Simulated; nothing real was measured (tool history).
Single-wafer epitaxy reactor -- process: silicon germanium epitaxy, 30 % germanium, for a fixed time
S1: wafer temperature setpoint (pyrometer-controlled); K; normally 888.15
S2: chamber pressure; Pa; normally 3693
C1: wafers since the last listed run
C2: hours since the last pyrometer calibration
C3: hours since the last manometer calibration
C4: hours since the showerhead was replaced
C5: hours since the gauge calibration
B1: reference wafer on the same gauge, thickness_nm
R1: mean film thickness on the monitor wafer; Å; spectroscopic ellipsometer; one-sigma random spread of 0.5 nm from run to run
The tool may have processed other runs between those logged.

| run | hour | S1 | S2 | C1 | C2 | C3 | C4 | C5 | B1 | R1 |
|---|---|---|---|---|---|---|---|---|---|---|
| 1 | 0 | 888.15 | 3693 | 0 | 523.5 | 1965.7 | 3423.2 | 213.7 | 69.212 | 821.04 |
| 2 | 47.9 | 888.15 | 3693 | 1093 | 571.4 | 2013.6 | 3471.1 | 261.6 | 69.224 | 820.46 |
| 3 | 114.7 | 888.15 | 3693 | 1525 | 638.2 | 2080.4 | 3537.9 | 328.4 | 69.152 | 813.32 |
| 4 | 204.8 | 888.15 | 3693 | 2057 | 728.3 | 2170.5 | 3628 | 418.5 | 69.177 | 824.99 |
| 5 | 259.5 | 888.15 | 3693 | 1249 | 783 | 2225.2 | 3682.7 | 473.2 | 69.196 | 816.04 |
| 6 | 320.7 | 888.15 | 3693 | 1397 | 844.2 | 2286.4 | 3743.9 | 534.4 | 69.308 | 827.05 |
| 7 | 421.3 | 888.15 | 3346 | 2297 | 944.8 | 2387 | 3844.5 | 635 | 69.31 | 783.93 |
|  | 436.1 | pyrometer calibrated |
| 8 | 505.3 | 876.15 | 4093 | 1735 | 69.2 | 2471 | 3928.5 | 719 | 69.268 | 679.86 |
|  | 582.9 | showerhead replaced |
| 9 | 597.7 | 894.15 | 4426 | 1927 | 161.6 | 2563.4 | 14.8 | 811.4 | 69.281 | 940.26 |
|  | 647.8 | pyrometer calibrated, repeated, since the last time left the tool worse |
| 10 | 654.7 | 888.15 | 3693 | 1118 | 6.9 | 2620.4 | 71.8 | 868.4 | 69.267 | 854.35 |
| 11 | 717 | 879.15 | 2800 | 1422 | 69.2 | 2682.7 | 134.1 | 930.7 | 69.131 | 632.57 |
|  | 736.7 | capacitance manometer re-zeroed and calibrated |
|  | 749 | gauge calibrated |
| 12 | 807.5 | 900.15 | 4586 | 1883 | 159.7 | 70.8 | 224.6 | 58.5 | 69.225 | 1128.27 |
| 13 | 894 | 888.15 | 3693 | 1975 | 246.2 | 157.3 | 311.1 | 145 | 69.227 | 834.05 |
| 14 | 960.9 | 899.15 | 4280 | 1527 | 313.1 | 224.2 | 378 | 211.9 | 69.118 | 1069.77 |

Measured less the same run without the tool's hidden state. The same run-to-run variation is in both; the gauge's scatter may not be:
Hidden state at play: wafer temperature above the value expected at the setpoint (K); true pressure above the setpoint (%); gauge reads high (%).
| run | R1 |
|---|---|
| 1 | -34.42 |
| 2 | -35.44 |
| 3 | -36.35 |
| 4 | -38.2 |
| 5 | -38.42 |
| 6 | -39.56 |
| 7 | -38.26 |
| 8 | -66.21 |
| 9 | -96.73 |
| 10 | -4.28 |
| 11 | -7.79 |
| 12 | -22.47 |
| 13 | -22.17 |
| 14 | -31.82 |

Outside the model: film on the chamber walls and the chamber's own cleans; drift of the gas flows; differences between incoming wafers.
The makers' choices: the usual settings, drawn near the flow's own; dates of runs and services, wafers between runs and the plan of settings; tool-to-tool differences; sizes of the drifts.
